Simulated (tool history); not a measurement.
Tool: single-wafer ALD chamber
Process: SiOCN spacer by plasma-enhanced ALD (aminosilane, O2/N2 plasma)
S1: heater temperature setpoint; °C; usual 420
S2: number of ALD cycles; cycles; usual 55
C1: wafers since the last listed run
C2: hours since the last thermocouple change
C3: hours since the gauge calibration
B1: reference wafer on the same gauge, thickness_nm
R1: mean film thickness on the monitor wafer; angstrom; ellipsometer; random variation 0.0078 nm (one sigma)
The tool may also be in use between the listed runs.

run,hour,S1,S2,C1,C2,C3,B1,R1
1,0.0,420,55,0,2202.9,339.1,2.877,30.86
2,7.4,420,55,24,2210.3,346.5,2.874,30.59
3,19.9,420,55,41,2222.8,359.0,2.875,30.64
4,30.2,420,62,33,2233.1,369.3,2.870,34.50
5,39.8,426,55,31,2242.7,378.9,2.868,29.92
6,49.2,426,55,30,2252.1,388.3,2.867,29.98
7,64.6,424,55,50,2267.5,403.7,2.865,30.01
8,75.6,420,55,36,2278.5,414.7,2.862,30.65
9,87.0,415,50,37,2289.9,426.1,2.858,28.16
10,117.7,420,55,101,2320.6,456.8,2.853,30.41
11,131.6,431,61,45,2334.5,470.7,2.848,32.35
12,143.9,431,61,40,2346.8,483.0,2.846,32.44
# hour 147.0: gauge calibrated
13,176.4,431,61,106,2379.3,29.4,2.913,32.97
14,184.0,420,55,25,2386.9,37.0,2.911,30.93
15,190.4,420,55,21,2393.3,43.4,2.912,31.06
16,197.4,412,63,23,2400.3,50.4,2.910,36.53
# hour 216.1: thermocouple changed; heater temperature recalibrated
17,216.6,420,61,36,0.5,69.6,2.910,34.45
18,219.4,411,55,9,3.3,72.4,2.909,31.88
19,230.5,412,64,36,14.4,83.5,2.907,37.01
20,243.8,415,51,43,27.7,96.8,2.909,29.25
21,259.7,431,61,52,43.6,112.7,2.907,32.98
22,276.7,420,55,55,60.6,129.7,2.908,31.18
23,289.8,414,51,43,73.7,142.8,2.906,29.38
24,303.2,431,61,44,87.1,156.2,2.906,33.00
25,310.4,420,52,23,94.3,163.4,2.903,29.30
26,322.2,426,50,38,106.1,175.2,2.903,27.37
27,330.0,420,55,25,113.9,183.0,2.903,31.07
28,336.6,408,55,21,120.5,189.6,2.902,32.31
29,367.2,433,52,100,151.1,220.2,2.898,27.96
30,381.5,420,47,47,165.4,234.5,2.896,26.39

4 ways to go on from here, each from the tool as it stands after run 30. What would each give?
A,382.0,412,55,1,165.9,235.0,?,?
B,382.0,420,64,1,165.9,235.0,?,?
C,382.0,432,49,1,165.9,235.0,?,?
D,382.0,434,59,1,165.9,235.0,?,?

run,B1,R1
A,2.897,31.83
B,2.897,35.99
C,2.897,26.35
D,2.897,31.49
Without the tool's hidden state the same runs would have given:
run,R1
A,32.08
B,36.27
C,26.56
D,31.74

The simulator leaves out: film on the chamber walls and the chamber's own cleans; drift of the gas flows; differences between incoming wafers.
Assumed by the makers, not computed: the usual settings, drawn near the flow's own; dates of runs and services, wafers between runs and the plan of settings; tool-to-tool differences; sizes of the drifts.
